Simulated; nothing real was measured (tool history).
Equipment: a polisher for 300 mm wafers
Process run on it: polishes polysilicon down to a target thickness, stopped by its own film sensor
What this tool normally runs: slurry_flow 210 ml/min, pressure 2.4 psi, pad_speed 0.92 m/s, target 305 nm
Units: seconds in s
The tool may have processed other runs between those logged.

run,hour,slurry_flow,pressure,pad_speed,target,"incoming thickness of the incoming film, nm",seconds
1,0.0,210,2.4,0.92,305,644.2,47.3
2,99.0,210,2.4,0.92,305,645.3,47.7
# hour 148.6: head pressure recalibrated
3,190.0,150,2.4,0.92,305,648.3,49.4
4,258.9,150,2.4,0.92,305,640.3,48.2
5,299.1,150,2.4,0.92,305,635.9,48.2
# hour 317.2: worn pad replaced by a new one
# hour 318.9: slurry nozzle cleaned
6,351.0,210,2.4,0.92,305,645.4,48.0
7,401.9,210,2.4,0.92,305,631.9,46.2
8,508.6,210,2.4,0.92,305,639.9,46.5
9,579.4,210,2.4,0.92,305,644.1,48.1
10,629.2,210,2.4,0.92,305,635.9,46.3
# hour 685.8: head pressure recalibrated
11,735.0,210,2.4,0.92,305,649.0,48.2
# hour 783.3: worn pad replaced by a new one
# hour 791.5: slurry nozzle cleaned
12,825.7,210,2.4,0.92,305,649.2,49.1
13,911.4,210,2.2,0.80,305,644.1,59.4
14,997.6,210,2.4,0.92,360,642.4,40.0
15,1041.2,210,2.4,0.74,305,640.5,58.7
16,1138.5,210,2.4,0.74,305,651.2,61.5
# hour 1196.8: head pressure recalibrated
17,1231.8,210,2.4,0.74,305,636.9,58.3
# hour 1279.9: slurry nozzle cleaned
# hour 1303.4: worn pad replaced by a new one
18,1402.5,150,1.9,0.92,305,649.7,61.1
19,1484.5,265,2.4,0.92,376,650.4,37.8
20,1525.8,210,2.6,0.92,305,643.1,43.7
21,1617.5,210,2.4,0.92,305,648.2,48.6
22,1661.6,210,2.4,0.78,383,640.2,43.3
# hour 1696.3: head pressure recalibrated
23,1707.5,255,2.4,0.92,305,638.4,46.9
24,1745.4,210,2.4,0.92,305,638.1,47.2
25,1787.6,210,2.1,0.92,305,638.4,52.5
# hour 1813.7: worn pad replaced by a new one
# hour 1864.8: slurry nozzle cleaned
26,1880.7,210,2.4,0.92,305,645.6,48.3
27,1957.7,210,2.4,0.92,207,644.0,61.3
28,2023.4,210,2.4,0.92,305,635.9,46.9
29,2098.9,210,1.7,0.92,305,640.3,64.6
30,2171.1,135,2.4,0.92,305,644.9,49.3
# hour 2201.9: head pressure recalibrated
31,2273.1,210,2.4,0.62,305,645.8,72.0
32,2331.0,210,2.4,0.92,305,631.3,45.5
# hour 2398.6: worn pad replaced by a new one
33,2404.7,210,2.9,0.62,357,635.9,49.1
# hour 2447.9: slurry nozzle cleaned
34,2484.1,210,2.6,1.20,340,642.5,30.6
35,2525.3,210,2.0,0.66,305,638.7,76.7
36,2610.7,140,2.4,0.92,262,654.0,56.4

The tool's hidden state at each run:
removal rate lost through wear of the pad, %: 0, the same for each run
slurry flow missing at the pad, %: 0, the same for each run
deviation of the head's pressure from its setpoint, %: 0, the same for each run

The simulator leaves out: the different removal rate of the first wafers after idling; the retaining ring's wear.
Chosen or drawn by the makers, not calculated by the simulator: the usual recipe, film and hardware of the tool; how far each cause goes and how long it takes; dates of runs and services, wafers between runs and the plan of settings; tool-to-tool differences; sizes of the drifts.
